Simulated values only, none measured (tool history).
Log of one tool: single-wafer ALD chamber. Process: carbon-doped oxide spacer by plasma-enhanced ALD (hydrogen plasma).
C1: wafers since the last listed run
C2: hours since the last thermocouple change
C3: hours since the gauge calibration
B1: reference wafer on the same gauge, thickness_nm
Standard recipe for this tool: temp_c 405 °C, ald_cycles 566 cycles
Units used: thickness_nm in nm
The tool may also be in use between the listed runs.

{"run": 1, "hour": 0.0, "temp_c": 410, "ald_cycles": 566, "C1": 0, "C2": 138.7, "C3": 2229.3, "B1": 24.577, "thickness_nm": 27.06}
{"run": 2, "hour": 53.7, "temp_c": 410, "ald_cycles": 566, "C1": 32, "C2": 192.4, "C3": 2283, "B1": 24.634, "thickness_nm": 27.013}
{"run": 3, "hour": 123.3, "temp_c": 405, "ald_cycles": 566, "C1": 41, "C2": 262, "C3": 2352.6, "B1": 24.624, "thickness_nm": 27.47}
{"run": 4, "hour": 181.9, "temp_c": 405, "ald_cycles": 566, "C1": 34, "C2": 320.6, "C3": 2411.2, "B1": 24.58, "thickness_nm": 27.298}
{"run": 5, "hour": 288.0, "temp_c": 405, "ald_cycles": 566, "C1": 63, "C2": 426.7, "C3": 2517.3, "B1": 24.616, "thickness_nm": 27.515}
{"run": 6, "hour": 351.9, "temp_c": 405, "ald_cycles": 566, "C1": 38, "C2": 490.6, "C3": 2581.2, "B1": 24.631, "thickness_nm": 27.473}
{"run": 7, "hour": 392.4, "temp_c": 405, "ald_cycles": 566, "C1": 24, "C2": 531.1, "C3": 2621.7, "B1": 24.634, "thickness_nm": 27.653}
{"run": 8, "hour": 483.4, "temp_c": 405, "ald_cycles": 566, "C1": 54, "C2": 622.1, "C3": 2712.7, "B1": 24.611, "thickness_nm": 27.457}
{"run": 9, "hour": 548.4, "temp_c": 405, "ald_cycles": 566, "C1": 38, "C2": 687.1, "C3": 2777.7, "B1": 24.576, "thickness_nm": 27.527}
{"run": 10, "hour": 618.3, "temp_c": 405, "ald_cycles": 566, "C1": 41, "C2": 757, "C3": 2847.6, "B1": 24.599, "thickness_nm": 27.597}
{"run": 11, "hour": 858.2, "temp_c": 405, "ald_cycles": 566, "C1": 143, "C2": 996.9, "C3": 3087.5, "B1": 24.598, "thickness_nm": 27.556}
{"run": 12, "hour": 912.5, "temp_c": 397, "ald_cycles": 566, "C1": 32, "C2": 1051.2, "C3": 3141.8, "B1": 24.631, "thickness_nm": 28.206}
{"hour": 976.2, "done": "thermocouple changed; heater temperature recalibrated"}
{"run": 13, "hour": 1001.0, "temp_c": 397, "ald_cycles": 566, "C1": 48, "C2": 24.8, "C3": 3230.3, "B1": 24.538, "thickness_nm": 27.975}
{"run": 14, "hour": 1056.0, "temp_c": 405, "ald_cycles": 566, "C1": 32, "C2": 79.8, "C3": 3285.3, "B1": 24.57, "thickness_nm": 27.36}
{"run": 15, "hour": 1125.6, "temp_c": 405, "ald_cycles": 566, "C1": 41, "C2": 149.4, "C3": 3354.9, "B1": 24.612, "thickness_nm": 27.554}
{"run": 16, "hour": 1229.9, "temp_c": 405, "ald_cycles": 566, "C1": 62, "C2": 253.7, "C3": 3459.2, "B1": 24.634, "thickness_nm": 27.722}
{"run": 17, "hour": 1287.1, "temp_c": 405, "ald_cycles": 566, "C1": 34, "C2": 310.9, "C3": 3516.4, "B1": 24.595, "thickness_nm": 27.514}
{"run": 18, "hour": 1352.4, "temp_c": 405, "ald_cycles": 566, "C1": 38, "C2": 376.2, "C3": 3581.7, "B1": 24.613, "thickness_nm": 27.546}
{"run": 19, "hour": 1444.1, "temp_c": 405, "ald_cycles": 566, "C1": 54, "C2": 467.9, "C3": 3673.4, "B1": 24.672, "thickness_nm": 27.584}
{"hour": 1446.0, "done": "gauge calibrated"}
{"run": 20, "hour": 1550.2, "temp_c": 405, "ald_cycles": 566, "C1": 63, "C2": 574, "C3": 104.2, "B1": 24.644, "thickness_nm": 27.631}
{"run": 21, "hour": 1634.5, "temp_c": 409, "ald_cycles": 566, "C1": 50, "C2": 658.3, "C3": 188.5, "B1": 24.589, "thickness_nm": 27.193}
{"run": 22, "hour": 1734.9, "temp_c": 405, "ald_cycles": 566, "C1": 59, "C2": 758.7, "C3": 288.9, "B1": 24.634, "thickness_nm": 27.448}
{"run": 23, "hour": 1823.8, "temp_c": 419, "ald_cycles": 566, "C1": 53, "C2": 847.6, "C3": 377.8, "B1": 24.627, "thickness_nm": 26.186}
{"run": 24, "hour": 1925.0, "temp_c": 417, "ald_cycles": 492, "C1": 60, "C2": 948.8, "C3": 479, "B1": 24.642, "thickness_nm": 22.672}
{"run": 25, "hour": 1962.4, "temp_c": 390, "ald_cycles": 566, "C1": 22, "C2": 986.2, "C3": 516.4, "B1": 24.591, "thickness_nm": 27.902}
{"run": 26, "hour": 2024.2, "temp_c": 405, "ald_cycles": 566, "C1": 36, "C2": 1048, "C3": 578.2, "B1": 24.604, "thickness_nm": 27.611}
{"run": 27, "hour": 2080.7, "temp_c": 405, "ald_cycles": 566, "C1": 33, "C2": 1104.5, "C3": 634.7, "B1": 24.601, "thickness_nm": 27.625}
{"run": 28, "hour": 2157.6, "temp_c": 392, "ald_cycles": 658, "C1": 45, "C2": 1181.4, "C3": 711.6, "B1": 24.577, "thickness_nm": 32.386}
{"hour": 2240.4, "done": "thermocouple changed; heater temperature recalibrated"}
{"run": 29, "hour": 2246.3, "temp_c": 405, "ald_cycles": 566, "C1": 48, "C2": 5.9, "C3": 800.3, "B1": 24.611, "thickness_nm": 27.445}
{"run": 30, "hour": 2322.1, "temp_c": 418, "ald_cycles": 467, "C1": 45, "C2": 81.7, "C3": 876.1, "B1": 24.623, "thickness_nm": 21.708}
{"run": 31, "hour": 2420.4, "temp_c": 396, "ald_cycles": 643, "C1": 58, "C2": 180, "C3": 974.4, "B1": 24.643, "thickness_nm": 31.598}
{"run": 32, "hour": 2459.8, "temp_c": 405, "ald_cycles": 566, "C1": 23, "C2": 219.4, "C3": 1013.8, "B1": 24.614, "thickness_nm": 27.302}
{"run": 33, "hour": 2531.4, "temp_c": 405, "ald_cycles": 566, "C1": 42, "C2": 291, "C3": 1085.4, "B1": 24.584, "thickness_nm": 27.644}
{"run": 34, "hour": 2598.4, "temp_c": 405, "ald_cycles": 566, "C1": 39, "C2": 358, "C3": 1152.4, "B1": 24.576, "thickness_nm": 27.393}
{"run": 35, "hour": 2653.7, "temp_c": 399, "ald_cycles": 629, "C1": 32, "C2": 413.3, "C3": 1207.7, "B1": 24.612, "thickness_nm": 30.983}
{"run": 36, "hour": 2752.2, "temp_c": 392, "ald_cycles": 566, "C1": 58, "C2": 511.8, "C3": 1306.2, "B1": 24.672, "thickness_nm": 27.925}
{"run": 37, "hour": 2795.7, "temp_c": 405, "ald_cycles": 566, "C1": 25, "C2": 555.3, "C3": 1349.7, "B1": 24.608, "thickness_nm": 27.432}
{"run": 38, "hour": 2842.3, "temp_c": 391, "ald_cycles": 492, "C1": 27, "C2": 601.9, "C3": 1396.3, "B1": 24.58, "thickness_nm": 24.221}
{"run": 39, "hour": 2916.2, "temp_c": 411, "ald_cycles": 566, "C1": 44, "C2": 675.8, "C3": 1470.2, "B1": 24.528, "thickness_nm": 26.922}
{"run": 40, "hour": 2981.1, "temp_c": 400, "ald_cycles": 488, "C1": 38, "C2": 740.7, "C3": 1535.1, "B1": 24.528, "thickness_nm": 24.122}
{"run": 41, "hour": 3052.6, "temp_c": 420, "ald_cycles": 507, "C1": 42, "C2": 812.2, "C3": 1606.6, "B1": 24.626, "thickness_nm": 23.469}
{"run": 42, "hour": 3109.3, "temp_c": 405, "ald_cycles": 566, "C1": 33, "C2": 868.9, "C3": 1663.3, "B1": 24.581, "thickness_nm": 27.379}
{"run": 43, "hour": 3200.0, "temp_c": 409, "ald_cycles": 668, "C1": 54, "C2": 959.6, "C3": 1754, "B1": 24.605, "thickness_nm": 32.033}
{"hour": 3211.9, "done": "thermocouple changed; heater temperature recalibrated"}
{"run": 44, "hour": 3242.1, "temp_c": 405, "ald_cycles": 566, "C1": 20, "C2": 30.2, "C3": 1796.1, "B1": 24.615, "thickness_nm": 27.514}
{"run": 45, "hour": 3337.8, "temp_c": 395, "ald_cycles": 495, "C1": 57, "C2": 125.9, "C3": 1891.8, "B1": 24.596, "thickness_nm": 24.475}
{"run": 46, "hour": 3406.4, "temp_c": 405, "ald_cycles": 566, "C1": 40, "C2": 194.5, "C3": 1960.4, "B1": 24.573, "thickness_nm": 27.526}

List, for all runs, the conditions of the tool that the log does not record:
wafer temperature above the value expected at the setpoint (K): 0 on each run
gauge reads high (%): 0 on each run
